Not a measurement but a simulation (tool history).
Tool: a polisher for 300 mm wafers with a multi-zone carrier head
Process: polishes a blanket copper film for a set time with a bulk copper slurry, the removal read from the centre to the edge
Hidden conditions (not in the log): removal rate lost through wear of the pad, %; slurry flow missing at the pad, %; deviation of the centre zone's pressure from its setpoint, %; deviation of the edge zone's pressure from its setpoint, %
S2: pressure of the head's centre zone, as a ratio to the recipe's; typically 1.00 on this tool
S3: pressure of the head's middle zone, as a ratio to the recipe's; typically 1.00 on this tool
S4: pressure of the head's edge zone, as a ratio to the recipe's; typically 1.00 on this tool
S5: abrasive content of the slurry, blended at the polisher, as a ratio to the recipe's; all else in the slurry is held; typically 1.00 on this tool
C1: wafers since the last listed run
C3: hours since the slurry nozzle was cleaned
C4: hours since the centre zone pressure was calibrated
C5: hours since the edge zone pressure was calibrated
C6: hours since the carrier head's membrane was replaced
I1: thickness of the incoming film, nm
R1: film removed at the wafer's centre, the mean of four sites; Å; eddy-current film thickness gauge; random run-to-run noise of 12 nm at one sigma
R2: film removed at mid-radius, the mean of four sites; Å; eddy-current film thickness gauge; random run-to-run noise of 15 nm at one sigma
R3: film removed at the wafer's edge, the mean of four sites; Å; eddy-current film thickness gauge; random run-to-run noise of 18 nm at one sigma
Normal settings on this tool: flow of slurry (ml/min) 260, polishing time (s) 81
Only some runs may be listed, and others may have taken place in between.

run 1 hour=0.0 | flow_of_slurry_(ml/min)=260 S2=1.00 S3=1.00 S4=1.00 S5=1.00 polishing_time_(s)=81 | C1=0 wafers_polished_on_this_pad=357 C3=118.0 C4=223.8 C5=1105.1 C6=24.4 | I1=4383.5 | R1=14354 R2=14422 R3=14109
run 2 hour=29.1 | flow_of_slurry_(ml/min)=260 S2=1.00 S3=1.10 S4=1.00 S5=1.00 polishing_time_(s)=81 | C1=322 wafers_polished_on_this_pad=679 C3=147.1 C4=252.9 C5=1134.2 C6=53.5 | I1=4322.1 | R1=14033 R2=15839 R3=14275
run 3 hour=59.6 | flow_of_slurry_(ml/min)=260 S2=1.07 S3=1.03 S4=1.00 S5=0.85 polishing_time_(s)=81 | C1=338 wafers_polished_on_this_pad=1017 C3=177.6 C4=283.4 C5=1164.7 C6=84.0 | I1=4367.0 | R1=14683 R2=14096 R3=13388
run 4 hour=90.1 | flow_of_slurry_(ml/min)=220 S2=1.05 S3=1.00 S4=1.00 S5=1.00 polishing_time_(s)=61 | C1=338 wafers_polished_on_this_pad=1355 C3=208.1 C4=313.9 C5=1195.2 C6=114.5 | I1=4359.2 | R1=10688 R2=10424 R3=10215
run 5 hour=106.8 | flow_of_slurry_(ml/min)=260 S2=1.00 S3=1.00 S4=0.94 S5=1.00 polishing_time_(s)=55 | C1=185 wafers_polished_on_this_pad=1541 C3=224.8 C4=330.6 C5=1211.9 C6=131.2 | I1=4385.3 | R1=9306 R2=9440 R3=9150
run 6 hour=120.9 | flow_of_slurry_(ml/min)=260 S2=1.00 S3=1.00 S4=1.00 S5=1.00 polishing_time_(s)=81 | C1=156 wafers_polished_on_this_pad=1697 C3=238.9 C4=344.7 C5=1226.0 C6=145.3 | I1=4370.2 | R1=13517 R2=13600 R3=13685
run 7 hour=146.2 | flow_of_slurry_(ml/min)=260 S2=1.00 S3=0.92 S4=1.00 S5=1.00 polishing_time_(s)=81 | C1=280 wafers_polished_on_this_pad=1977 C3=264.2 C4=370.0 C5=1251.3 C6=170.6 | I1=4341.9 | R1=13174 R2=12393 R3=13495
-- hour=163.4 worn pad replaced by a new one
-- hour=166.5 slurry nozzle cleaned
run 8 hour=171.4 | flow_of_slurry_(ml/min)=180 S2=1.00 S3=1.00 S4=1.09 S5=1.00 polishing_time_(s)=81 | C1=223 wafers_polished_on_this_pad=77 C3=4.9 C4=395.2 C5=1276.5 C6=195.8 | I1=4277.7 | R1=13499 R2=13760 R3=14510
run 9 hour=185.4 | flow_of_slurry_(ml/min)=260 S2=1.00 S3=1.00 S4=1.00 S5=0.80 polishing_time_(s)=81 | C1=155 wafers_polished_on_this_pad=233 C3=18.9 C4=409.2 C5=1290.5 C6=209.8 | I1=4314.9 | R1=13876 R2=14109 R3=13696
-- hour=209.5 edge zone pressure recalibrated
run 10 hour=214.9 | flow_of_slurry_(ml/min)=260 S2=1.00 S3=1.00 S4=1.00 S5=1.00 polishing_time_(s)=81 | C1=304 wafers_polished_on_this_pad=537 C3=48.4 C4=438.7 C5=5.4 C6=239.3 | I1=4326.6 | R1=14397 R2=14334 R3=14226
run 11 hour=234.6 | flow_of_slurry_(ml/min)=185 S2=1.00 S3=1.00 S4=0.96 S5=1.20 polishing_time_(s)=105 | C1=218 wafers_polished_on_this_pad=756 C3=68.1 C4=458.4 C5=25.1 C6=259.0 | I1=4316.0 | R1=18119 R2=18245 R3=17861
run 12 hour=267.3 | flow_of_slurry_(ml/min)=260 S2=1.00 S3=1.00 S4=1.00 S5=1.00 polishing_time_(s)=81 | C1=362 wafers_polished_on_this_pad=1118 C3=100.8 C4=491.1 C5=57.8 C6=291.7 | I1=4363.7 | R1=14313 R2=14188 R3=14120
run 13 hour=292.4 | flow_of_slurry_(ml/min)=295 S2=0.97 S3=1.00 S4=1.00 S5=0.70 polishing_time_(s)=81 | C1=278 wafers_polished_on_this_pad=1397 C3=125.9 C4=516.2 C5=82.9 C6=316.8 | I1=4386.1 | R1=13347 R2=13634 R3=13624
run 14 hour=317.8 | flow_of_slurry_(ml/min)=210 S2=1.00 S3=1.00 S4=0.91 S5=1.10 polishing_time_(s)=73 | C1=281 wafers_polished_on_this_pad=1678 C3=151.3 C4=541.6 C5=108.3 C6=342.2 | I1=4380.6 | R1=12328 R2=12631 R3=12035
run 15 hour=352.5 | flow_of_slurry_(ml/min)=310 S2=1.12 S3=1.00 S4=1.00 S5=1.20 polishing_time_(s)=81 | C1=384 wafers_polished_on_this_pad=2063 C3=186.0 C4=576.3 C5=143.0 C6=376.9 | I1=4278.8 | R1=16259 R2=14745 R3=14735
-- hour=382.6 worn pad replaced by a new one
run 16 hour=386.6 | flow_of_slurry_(ml/min)=260 S2=1.00 S3=1.00 S4=1.00 S5=1.00 polishing_time_(s)=108 | C1=333 wafers_polished_on_this_pad=44 C3=220.1 C4=610.4 C5=177.1 C6=411.0 | I1=4391.9 | R1=18124 R2=18204 R3=18126
-- hour=411.3 slurry nozzle cleaned
run 17 hour=417.3 | flow_of_slurry_(ml/min)=260 S2=1.00 S3=1.00 S4=1.00 S5=0.85 polishing_time_(s)=72 | C1=329 wafers_polished_on_this_pad=373 C3=6.0 C4=641.1 C5=207.8 C6=441.7 | I1=4360.9 | R1=12451 R2=12620 R3=12351
run 18 hour=442.9 | flow_of_slurry_(ml/min)=260 S2=0.95 S3=1.00 S4=1.00 S5=1.20 polishing_time_(s)=81 | C1=283 wafers_polished_on_this_pad=657 C3=31.6 C4=666.7 C5=233.4 C6=467.3 | I1=4384.6 | R1=14124 R2=14940 R3=14745
run 19 hour=471.8 | flow_of_slurry_(ml/min)=260 S2=1.00 S3=1.00 S4=1.00 S5=1.00 polishing_time_(s)=81 | C1=320 wafers_polished_on_this_pad=977 C3=60.5 C4=695.6 C5=262.3 C6=496.2 | I1=4301.3 | R1=14417 R2=14398 R3=14382
run 20 hour=484.2 | flow_of_slurry_(ml/min)=260 S2=1.00 S3=1.00 S4=1.00 S5=1.00 polishing_time_(s)=81 | C1=137 wafers_polished_on_this_pad=1115 C3=72.9 C4=708.0 C5=274.7 C6=508.6 | I1=4391.9 | R1=14362 R2=14239 R3=14186
run 21 hour=518.7 | flow_of_slurry_(ml/min)=260 S2=1.04 S3=1.04 S4=1.10 S5=1.00 polishing_time_(s)=100 | C1=382 wafers_polished_on_this_pad=1497 C3=107.4 C4=742.5 C5=309.2 C6=543.1 | I1=4372.8 | R1=18611 R2=18410 R3=18360

Table of differences, measured result less the result of that run with no hidden state. Run-to-run variation is the same in both. Gauge scatter possibly is not:
run=1 R1=-245 R2=-222 R3=-163
run=2 R1=-342 R2=-349 R3=-235
run=3 R1=-516 R2=-445 R3=-316
run=4 R1=-650 R2=-565 R3=-403
run=5 R1=-568 R2=-517 R3=-370
run=6 R1=-976 R2=-879 R3=-650
run=7 R1=-1295 R2=-1086 R3=-861
run=8 R1=-108 R2=-98 R3=-76
run=9 R1=-77 R2=-71 R3=-52
run=10 R1=-102 R2=-91 R3=-68
run=11 R1=-236 R2=-212 R3=-152
run=12 R1=-193 R2=-172 R3=-128
run=13 R1=-215 R2=-199 R3=-151
run=14 R1=-398 R2=-364 R3=-254
run=15 R1=-513 R2=-421 R3=-318
run=16 R1=-1039 R2=-936 R3=-689
run=17 R1=-31 R2=-29 R3=-21
run=18 R1=-46 R2=-43 R3=-32
run=19 R1=-75 R2=-68 R3=-51
run=20 R1=-92 R2=-83 R3=-62
run=21 R1=-213 R2=-189 R3=-142
